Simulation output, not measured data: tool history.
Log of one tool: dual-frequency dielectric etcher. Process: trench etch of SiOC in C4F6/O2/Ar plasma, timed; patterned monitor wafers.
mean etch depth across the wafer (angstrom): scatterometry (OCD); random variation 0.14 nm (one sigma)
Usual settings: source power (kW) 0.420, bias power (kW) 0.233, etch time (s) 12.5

run	hour	source power (kW)	bias power (kW)	etch time (s)	read-back reference wafer on the same gauge, depth_nm	mean etch depth across the wafer (angstrom)
1	0.0	0.370	0.233	12.5	24.80	260.7
2	16.9	0.420	0.233	12.5	24.80	276.8
3	38.7	0.420	0.233	12.5	24.79	272.3
4	60.7	0.420	0.233	12.5	24.81	277.8
5	82.8	0.420	0.233	12.5	24.80	273.6
6	101.1	0.420	0.233	12.5	24.79	273.3
7	123.1	0.420	0.233	12.5	24.80	274.4
8	141.1	0.420	0.233	12.5	24.77	277.6
9	163.5	0.420	0.233	12.5	24.77	274.6
10	195.5	0.420	0.233	12.5	24.84	276.7
11	209.7	0.420	0.233	12.5	24.84	273.4
12	244.7	0.420	0.233	12.5	24.79	277.7
# hour 278.1: upper electrode replaced
13	278.6	0.440	0.233	14.5	24.79	327.3
14	309.2	0.420	0.233	12.5	24.79	275.8
# hour 322.6: bias power generator calibrated
# hour 346.7: wet clean of the chamber
15	347.2	0.460	0.233	12.5	24.80	288.5
# hour 420.8: source power generator calibrated
16	424.4	0.330	0.233	11.0	24.79	221.4
17	445.3	0.470	0.283	12.5	24.82	307.5
18	461.8	0.320	0.233	9.5	24.81	188.5
19	482.3	0.390	0.179	14.5	24.76	284.8
20	502.9	0.520	0.208	14.0	24.79	320.5
# hour 515.5: gauge calibrated
21	601.5	0.420	0.233	9.5	24.80	208.8
22	614.1	0.370	0.233	15.0	24.80	314.4
23	637.3	0.420	0.281	12.5	24.81	294.2
24	650.2	0.420	0.192	12.5	24.82	257.4
25	683.6	0.420	0.233	12.5	24.79	276.1
26	712.7	0.420	0.233	12.5	24.82	276.3

3 ways to go on from here, each from the tool as it stands after run 26. What would each give?
A	713.1	0.420	0.233	12.5	?	?
B	713.1	0.340	0.233	12.5	?	?
C	713.1	0.520	0.233	12.5	?	?

run	read-back reference wafer on the same gauge, depth_nm	mean etch depth across the wafer (angstrom)
A	24.80	275.6
B	24.80	254.9
C	24.80	298.5
Without the tool's hidden state the same runs would have given:
run	mean etch depth across the wafer (angstrom)
A	275.6
B	254.9
C	298.5

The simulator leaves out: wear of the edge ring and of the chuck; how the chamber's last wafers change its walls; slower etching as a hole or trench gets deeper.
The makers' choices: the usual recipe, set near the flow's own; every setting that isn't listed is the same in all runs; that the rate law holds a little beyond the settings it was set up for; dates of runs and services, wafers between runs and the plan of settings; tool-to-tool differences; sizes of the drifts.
